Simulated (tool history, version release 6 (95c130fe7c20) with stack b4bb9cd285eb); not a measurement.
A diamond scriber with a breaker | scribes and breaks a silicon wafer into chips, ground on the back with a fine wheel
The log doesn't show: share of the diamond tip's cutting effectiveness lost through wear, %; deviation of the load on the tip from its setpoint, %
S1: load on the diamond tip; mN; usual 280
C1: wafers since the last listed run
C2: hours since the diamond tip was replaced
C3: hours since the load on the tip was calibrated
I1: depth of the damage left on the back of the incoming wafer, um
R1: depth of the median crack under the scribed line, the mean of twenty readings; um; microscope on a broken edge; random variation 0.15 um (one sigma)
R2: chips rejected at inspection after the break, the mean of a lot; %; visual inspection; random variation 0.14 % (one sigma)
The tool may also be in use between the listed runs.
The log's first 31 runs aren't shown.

| run | day | S1 | C1 | C2 | C3 | I1 | R1 | R2 |
|---|---|---|---|---|---|---|---|---|
| 32 | 15.896 | 321 | 31 | 72.8 | 178.7 | 2.05 | 8.77 | 2.96 |
| 33 | 16.354 | 199 | 42 | 83.8 | 189.7 | 1.98 | 6.76 | 7.49 |
| 34 | 16.717 | 280 | 33 | 92.5 | 198.4 | 2.16 | 8.28 | 2.88 |
| 35 | 17.458 | 348 | 68 | 110.3 | 216.2 | 1.93 | 9.13 | 3.38 |
| 36 | 18.071 | 353 | 56 | 125.0 | 230.9 | 2.95 | 9.33 | 5.04 |
| 37 | 18.788 | 252 | 65 | 142.2 | 248.1 | 2.32 | 7.57 | 4.47 |
| 38 | 19.046 | 280 | 23 | 148.4 | 254.3 | 1.62 | 8.16 | 2.45 |
| 39 | 20.779 | 280 | 159 | 190.0 | 295.9 | 1.85 | 8.11 | 2.72 |
| 40 | 21.525 | 327 | 68 | 207.9 | 313.8 | 1.93 | 8.97 | 3.17 |
| 41 | 22.188 | 257 | 60 | 223.8 | 329.7 | 2.04 | 7.76 | 3.56 |
| 42 | 22.583 | 344 | 36 | 233.3 | 339.2 | 1.98 | 9.19 | 3.50 |
| 43 | 22.896 | 357 | 28 | 240.8 | 346.7 | 1.97 | 9.44 | 3.69 |

3 ways to go on from here, each from the tool as it stands after run 43. What would each give?
| A | 22.917 | 280 | 1 | 241.3 | 347.2 | 1.84 | ? | ? |
| B | 22.917 | 231 | 1 | 241.3 | 347.2 | 1.84 | ? | ? |
| C | 22.917 | 198 | 1 | 241.3 | 347.2 | 1.84 | ? | ? |

| run | R1 | R2 |
|---|---|---|
| A | 8.27 | 2.76 |
| B | 7.48 | 4.86 |
| C | 6.92 | 7.99 |
Without the tool's hidden state the same runs would have given:
| run | R1 | R2 |
|---|---|---|
| A | 8.53 | 2.57 |
| B | 7.71 | 3.98 |
| C | 7.14 | 6.60 |

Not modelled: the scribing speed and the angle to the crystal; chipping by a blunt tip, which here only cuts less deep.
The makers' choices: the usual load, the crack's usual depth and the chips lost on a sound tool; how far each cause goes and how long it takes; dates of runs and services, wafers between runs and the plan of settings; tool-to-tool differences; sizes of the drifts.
